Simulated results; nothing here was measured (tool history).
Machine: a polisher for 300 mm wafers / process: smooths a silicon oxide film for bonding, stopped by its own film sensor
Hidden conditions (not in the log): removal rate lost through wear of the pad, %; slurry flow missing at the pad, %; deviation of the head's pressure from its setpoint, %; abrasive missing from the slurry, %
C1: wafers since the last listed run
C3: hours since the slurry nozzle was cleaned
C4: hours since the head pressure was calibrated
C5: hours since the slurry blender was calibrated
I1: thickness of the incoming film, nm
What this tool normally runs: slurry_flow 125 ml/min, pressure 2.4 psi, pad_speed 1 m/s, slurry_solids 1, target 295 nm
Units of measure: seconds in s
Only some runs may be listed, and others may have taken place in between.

{"run": 1, "hour": 0.0, "slurry_flow": 125, "pressure": 2.4, "pad_speed": 1, "slurry_solids": 1, "target": 295, "C1": 0, "wafers polished on this pad": 298, "C3": 372.4, "C4": 458.1, "C5": 232, "I1": 344.4, "seconds": 68.4}
{"run": 2, "hour": 15.3, "slurry_flow": 125, "pressure": 2.4, "pad_speed": 1, "slurry_solids": 1, "target": 295, "C1": 139, "wafers polished on this pad": 438, "C3": 387.7, "C4": 473.4, "C5": 247.3, "I1": 350.6, "seconds": 78.7}
{"run": 3, "hour": 28.7, "slurry_flow": 125, "pressure": 2.4, "pad_speed": 1, "slurry_solids": 1, "target": 295, "C1": 122, "wafers polished on this pad": 560, "C3": 401.1, "C4": 486.8, "C5": 260.7, "I1": 352.7, "seconds": 82.6}
{"run": 4, "hour": 39.5, "slurry_flow": 125, "pressure": 2.4, "pad_speed": 1, "slurry_solids": 1.1, "target": 295, "C1": 98, "wafers polished on this pad": 659, "C3": 411.9, "C4": 497.6, "C5": 271.5, "I1": 356.9, "seconds": 83.7}
{"hour": 53.1, "done": "worn pad replaced by a new one"}
{"run": 5, "hour": 53.6, "slurry_flow": 125, "pressure": 2.4, "pad_speed": 1, "slurry_solids": 1, "target": 295, "C1": 92, "wafers polished on this pad": 4, "C3": 426, "C4": 511.7, "C5": 285.6, "I1": 353.4, "seconds": 84.5}
{"run": 6, "hour": 64.9, "slurry_flow": 125, "pressure": 2.4, "pad_speed": 1, "slurry_solids": 1, "target": 295, "C1": 103, "wafers polished on this pad": 107, "C3": 437.3, "C4": 523, "C5": 296.9, "I1": 351.2, "seconds": 80.3}
{"run": 7, "hour": 77.4, "slurry_flow": 125, "pressure": 2.4, "pad_speed": 1, "slurry_solids": 1, "target": 295, "C1": 114, "wafers polished on this pad": 222, "C3": 449.8, "C4": 535.5, "C5": 309.4, "I1": 351.2, "seconds": 79}
{"hour": 82.8, "done": "slurry nozzle cleaned"}
{"run": 8, "hour": 85.7, "slurry_flow": 125, "pressure": 2.4, "pad_speed": 1, "slurry_solids": 1, "target": 295, "C1": 66, "wafers polished on this pad": 288, "C3": 2.9, "C4": 543.8, "C5": 317.7, "I1": 356.1, "seconds": 90}
{"run": 9, "hour": 98.5, "slurry_flow": 125, "pressure": 2.4, "pad_speed": 1, "slurry_solids": 1, "target": 295, "C1": 116, "wafers polished on this pad": 405, "C3": 15.7, "C4": 556.6, "C5": 330.5, "I1": 348.6, "seconds": 77.6}
{"run": 10, "hour": 111.8, "slurry_flow": 125, "pressure": 2.4, "pad_speed": 1, "slurry_solids": 1, "target": 295, "C1": 121, "wafers polished on this pad": 527, "C3": 29, "C4": 569.9, "C5": 343.8, "I1": 350.1, "seconds": 80}
{"run": 11, "hour": 128.2, "slurry_flow": 125, "pressure": 2.4, "pad_speed": 1, "slurry_solids": 1, "target": 295, "C1": 149, "wafers polished on this pad": 676, "C3": 45.4, "C4": 586.3, "C5": 360.2, "I1": 351.1, "seconds": 80.6}
{"hour": 134.5, "done": "worn pad replaced by a new one"}
{"run": 12, "hour": 139.2, "slurry_flow": 125, "pressure": 2.4, "pad_speed": 1, "slurry_solids": 1, "target": 295, "C1": 63, "wafers polished on this pad": 43, "C3": 56.4, "C4": 597.3, "C5": 371.2, "I1": 347.9, "seconds": 76.7}
{"run": 13, "hour": 150.6, "slurry_flow": 125, "pressure": 2.9, "pad_speed": 1.1, "slurry_solids": 1, "target": 286, "C1": 104, "wafers polished on this pad": 147, "C3": 67.8, "C4": 608.7, "C5": 382.6, "I1": 355.9, "seconds": 81}
{"hour": 154.9, "done": "head pressure recalibrated"}
{"run": 14, "hour": 162.4, "slurry_flow": 160, "pressure": 2.4, "pad_speed": 1.2, "slurry_solids": 1, "target": 295, "C1": 89, "wafers polished on this pad": 236, "C3": 79.6, "C4": 7.5, "C5": 394.4, "I1": 353.1, "seconds": 73.5}
{"hour": 164.9, "done": "slurry blender recalibrated"}
{"run": 15, "hour": 172.6, "slurry_flow": 125, "pressure": 2.4, "pad_speed": 1, "slurry_solids": 0.9, "target": 286, "C1": 74, "wafers polished on this pad": 311, "C3": 89.8, "C4": 17.7, "C5": 7.7, "I1": 349, "seconds": 81.6}
{"run": 16, "hour": 187.2, "slurry_flow": 125, "pressure": 2, "pad_speed": 0.82, "slurry_solids": 0.75, "target": 304, "C1": 133, "wafers polished on this pad": 444, "C3": 104.4, "C4": 32.3, "C5": 22.3, "I1": 356.2, "seconds": 103.2}
{"run": 17, "hour": 195.3, "slurry_flow": 125, "pressure": 2.4, "pad_speed": 1, "slurry_solids": 1.2, "target": 295, "C1": 73, "wafers polished on this pad": 518, "C3": 112.5, "C4": 40.4, "C5": 30.4, "I1": 347.3, "seconds": 58.4}
{"run": 18, "hour": 211.2, "slurry_flow": 125, "pressure": 2.4, "pad_speed": 1, "slurry_solids": 1, "target": 278, "C1": 145, "wafers polished on this pad": 664, "C3": 128.4, "C4": 56.3, "C5": 46.3, "I1": 343.3, "seconds": 84.7}
{"run": 19, "hour": 220.0, "slurry_flow": 125, "pressure": 2.4, "pad_speed": 0.86, "slurry_solids": 0.85, "target": 295, "C1": 80, "wafers polished on this pad": 744, "C3": 137.2, "C4": 65.1, "C5": 55.1, "I1": 353.5, "seconds": 88.8}
{"hour": 238.2, "done": "worn pad replaced by a new one"}
{"run": 20, "hour": 238.7, "slurry_flow": 125, "pressure": 2.4, "pad_speed": 1, "slurry_solids": 1, "target": 313, "C1": 134, "wafers polished on this pad": 4, "C3": 155.9, "C4": 83.8, "C5": 73.8, "I1": 357.1, "seconds": 57.1}

Branching from run 20: 4 alternative next runs. What would each branch give?
{"run": "A", "hour": 239.2, "slurry_flow": 125, "pressure": 2.8, "pad_speed": 1, "slurry_solids": 1, "target": 295, "C1": 4, "wafers polished on this pad": 8, "C3": 156.4, "C4": 84.3, "C5": 74.3, "I1": 346.3, "seconds": "?"}
{"run": "B", "hour": 239.2, "slurry_flow": 125, "pressure": 2.4, "pad_speed": 1, "slurry_solids": 1, "target": 300, "C1": 4, "wafers polished on this pad": 8, "C3": 156.4, "C4": 84.3, "C5": 74.3, "I1": 346.3, "seconds": "?"}
{"run": "C", "hour": 239.2, "slurry_flow": 125, "pressure": 1.9, "pad_speed": 1, "slurry_solids": 1.15, "target": 295, "C1": 4, "wafers polished on this pad": 8, "C3": 156.4, "C4": 84.3, "C5": 74.3, "I1": 346.3, "seconds": "?"}
{"run": "D", "hour": 239.2, "slurry_flow": 125, "pressure": 2.4, "pad_speed": 1, "slurry_solids": 0.8, "target": 295, "C1": 4, "wafers polished on this pad": 8, "C3": 156.4, "C4": 84.3, "C5": 74.3, "I1": 346.3, "seconds": "?"}

run=A seconds=57.9
run=B seconds=60.9
run=C seconds=78.2
run=D seconds=79.6
Without the tool's unlogged condition, the same runs would have read:
run=A seconds=52.6
run=B seconds=55.3
run=C seconds=71.7
run=D seconds=71.2
